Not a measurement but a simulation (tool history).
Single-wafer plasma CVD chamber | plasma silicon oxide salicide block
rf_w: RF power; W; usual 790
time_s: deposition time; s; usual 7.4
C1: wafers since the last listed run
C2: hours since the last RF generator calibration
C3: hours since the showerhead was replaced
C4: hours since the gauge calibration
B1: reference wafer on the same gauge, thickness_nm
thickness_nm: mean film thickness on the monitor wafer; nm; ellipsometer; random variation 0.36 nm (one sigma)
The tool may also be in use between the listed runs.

Run 1, hour 0: usual settings; C1 0; C2 464.4; C3 2758.3; C4 116.1; B1 71.113. Result: thickness_nm 79.803 nm.
Run 2, hour 56: usual settings; C1 1120; C2 520.4; C3 2814.3; C4 172.1; B1 71.053. Result: thickness_nm 80.107 nm.
Run 3, hour 102.5: usual settings; C1 930; C2 566.9; C3 2860.8; C4 218.6; B1 71.11. Result: thickness_nm 79.924 nm.
Run 4, hour 182.8: usual settings; C1 1607; C2 647.2; C3 2941.1; C4 298.9; B1 71.155. Result: thickness_nm 79.701 nm.
Run 5, hour 269.2: usual settings; C1 1729; C2 733.6; C3 3027.5; C4 385.3; B1 71.228. Result: thickness_nm 79.795 nm.
Run 6, hour 305.5: usual settings but rf_w 695 W; C1 726; C2 769.9; C3 3063.8; C4 421.6; B1 71.189. Result: thickness_nm 76.728 nm.
Run 7, hour 349.9: usual settings but rf_w 695 W; C1 888; C2 814.3; C3 3108.2; C4 466; B1 70.986. Result: thickness_nm 76.683 nm.
Run 8, hour 393.7: usual settings but time_s 6.36 s; C1 876; C2 858.1; C3 3152; C4 509.8; B1 71.006. Result: thickness_nm 68.032 nm.
Run 9, hour 450.2: usual settings but time_s 6.36 s; C1 1130; C2 914.6; C3 3208.5; C4 566.3; B1 71.102. Result: thickness_nm 68.728 nm.
At hour 490.6: RF generator calibrated.
Run 10, hour 491: usual settings; C1 656; C2 0.4; C3 3249.3; C4 607.1; B1 71.152. Result: thickness_nm 78.52 nm.
At hour 510.5: showerhead replaced.
Run 11, hour 540.9: usual settings but rf_w 710 W, time_s 6.04 s; C1 838; C2 50.3; C3 30.4; C4 657; B1 71.005. Result: thickness_nm 61.521 nm.
Run 12, hour 615.9: usual settings but rf_w 675 W, time_s 7.96 s; C1 1501; C2 125.3; C3 105.4; C4 732; B1 71.036. Result: thickness_nm 80.696 nm.
Run 13, hour 694.7: usual settings but rf_w 645 W; C1 1577; C2 204.1; C3 184.2; C4 810.8; B1 70.969. Result: thickness_nm 73.672 nm.
At hour 756: RF generator calibrated, repeated, since the last time left the tool worse.
Run 14, hour 773.4: usual settings but rf_w 700 W, time_s 6.14 s; C1 1415; C2 17.4; C3 262.9; C4 889.5; B1 71.055. Result: thickness_nm 64.507 nm.
At hour 841.5: gauge calibrated.
Run 15, hour 875.6: usual settings but rf_w 710 W; C1 2045; C2 119.6; C3 365.1; C4 34.1; B1 71.167. Result: thickness_nm 77.529 nm.
Run 16, hour 950.8: usual settings but time_s 6.47 s; C1 1505; C2 194.8; C3 440.3; C4 109.3; B1 71.182. Result: thickness_nm 69.648 nm.
Run 17, hour 1011.4: usual settings but rf_w 840 W, time_s 8.72 s; C1 1213; C2 255.4; C3 500.9; C4 169.9; B1 71.1. Result: thickness_nm 96.672 nm.
Run 18, hour 1108.3: usual settings; C1 1939; C2 352.3; C3 597.8; C4 266.8; B1 71.083. Result: thickness_nm 80.905 nm.
Run 19, hour 1164.1: usual settings but rf_w 940 W, time_s 6.69 s; C1 1116; C2 408.1; C3 653.6; C4 322.6; B1 71.132. Result: thickness_nm 76.575 nm.
Run 20, hour 1262.5: usual settings; C1 1969; C2 506.5; C3 752; C4 421; B1 71.052. Result: thickness_nm 79.654 nm.

Forecast each of these 5 alternatives for the next run:
Run A, hour 1262.9: usual settings; C1 8; C2 506.9; C3 752.4; C4 421.4; B1 ?. Result: thickness_nm ?.
Run B, hour 1262.9: usual settings but rf_w 870 W, time_s 6.81 s; C1 8; C2 506.9; C3 752.4; C4 421.4; B1 ?. Result: thickness_nm ?.
Run C, hour 1262.9: usual settings but time_s 8.31 s; C1 8; C2 506.9; C3 752.4; C4 421.4; B1 ?. Result: thickness_nm ?.
Run D, hour 1262.9: usual settings but rf_w 860 W, time_s 8.16 s; C1 8; C2 506.9; C3 752.4; C4 421.4; B1 ?. Result: thickness_nm ?.
Run E, hour 1262.9: usual settings but rf_w 890 W, time_s 8.43 s; C1 8; C2 506.9; C3 752.4; C4 421.4; B1 ?. Result: thickness_nm ?.

run      B1  thickness_nm
  A  70.994         80.03
  B  70.994        75.834
  C  70.994        89.871
  D  70.994        90.549
  E  70.994        94.522
Without the tool's hidden state the same runs would have given:
run  thickness_nm
  A        80.712
  B         76.48
  C        90.638
  D        91.321
  E        95.328
